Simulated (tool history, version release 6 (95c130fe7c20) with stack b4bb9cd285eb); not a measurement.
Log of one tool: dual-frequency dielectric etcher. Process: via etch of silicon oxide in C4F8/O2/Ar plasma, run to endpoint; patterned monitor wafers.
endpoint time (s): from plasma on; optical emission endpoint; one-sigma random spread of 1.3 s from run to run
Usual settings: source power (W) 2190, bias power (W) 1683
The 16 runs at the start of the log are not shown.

run,day,source power (W),bias power (W),"incoming incoming film thickness, nm",endpoint time (s)
# day 47.854: source power generator calibrated
17,50.046,2190,1374,1066.5,224.3
# day 52.571: wet clean of the chamber
18,54.188,2190,1683,1063.8,207.5
19,58.450,2510,1352,1064.6,205.6
20,59.954,2530,1372,1071.4,206.6
21,61.579,2190,1382,1074.3,220.0
22,65.117,2190,1683,1069.4,207.4
23,68.012,2190,1683,1061.4,210.0
24,70.292,2190,2098,1087.5,204.9
# day 72.829: upper electrode replaced, of another model than before
25,72.850,1750,1683,1059.4,236.6
26,75.275,2190,1950,1074.6,202.8
# day 77.017: wet clean of the chamber
27,80.858,1720,1683,1065.0,231.2
28,84.762,1750,1955,1061.6,217.6
29,94.379,2190,1683,1075.9,209.7
30,96.633,2010,1563,1076.9,227.7
# day 99.792: wet clean of the chamber
31,100.629,2720,2043,1060.8,167.2
32,105.050,1770,1851,1078.3,223.2
33,108.562,2190,2005,1062.5,192.8
34,110.204,2720,1501,1070.2,198.8

Forecast each of these 5 alternatives for the next run:
A,110.225,2190,1683,1060.4,?
B,110.225,2190,1316,1060.4,?
C,110.225,2460,1898,1060.4,?
D,110.225,2460,1268,1060.4,?
E,110.225,2550,1574,1060.4,?

run,endpoint time (s)
A,206.0
B,228.9
C,185.5
D,219.9
E,197.0
Take away the tool's hidden state, keep each run's random variation, and the runs would have read:
run,endpoint time (s)
A,201.4
B,223.8
C,181.4
D,215.0
E,192.6
